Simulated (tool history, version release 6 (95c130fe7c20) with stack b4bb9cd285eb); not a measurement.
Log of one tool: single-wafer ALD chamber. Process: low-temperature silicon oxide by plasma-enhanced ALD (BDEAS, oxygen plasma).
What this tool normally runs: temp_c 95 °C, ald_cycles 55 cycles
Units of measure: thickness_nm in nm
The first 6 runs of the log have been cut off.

run	day	temp_c	ald_cycles	read-back reference wafer on the same gauge, thickness_nm	thickness_nm
7	12.154	95	55	8.466	8.300
8	13.512	95	55	8.459	8.296
9	15.954	95	55	8.466	8.305
10	17.508	95	55	8.461	8.291
11	18.650	95	61	8.457	9.233
12	21.479	95	53	8.457	7.993
13	23.662	95	53	8.456	7.999
14	26.017	95	55	8.469	8.342
15	27.392	95	55	8.454	8.355
# day 27.958: gauge calibrated
16	29.788	95	48	8.459	7.289
# day 31.638: thermocouple changed; heater temperature recalibrated
17	31.658	103	65	8.452	9.439
18	32.462	95	55	8.463	8.210
19	35.288	95	49	8.463	7.317

What does the tool deliver on the next run?
20	37.592	99	48	?	?

{"run 20": {"read-back reference wafer on the same gauge, thickness_nm": 8.462, "thickness_nm": 7.047}}
Take away the tool's hidden state, keep the run-to-run variation as it was, and the same run would have given thickness_nm 7.039 nm.
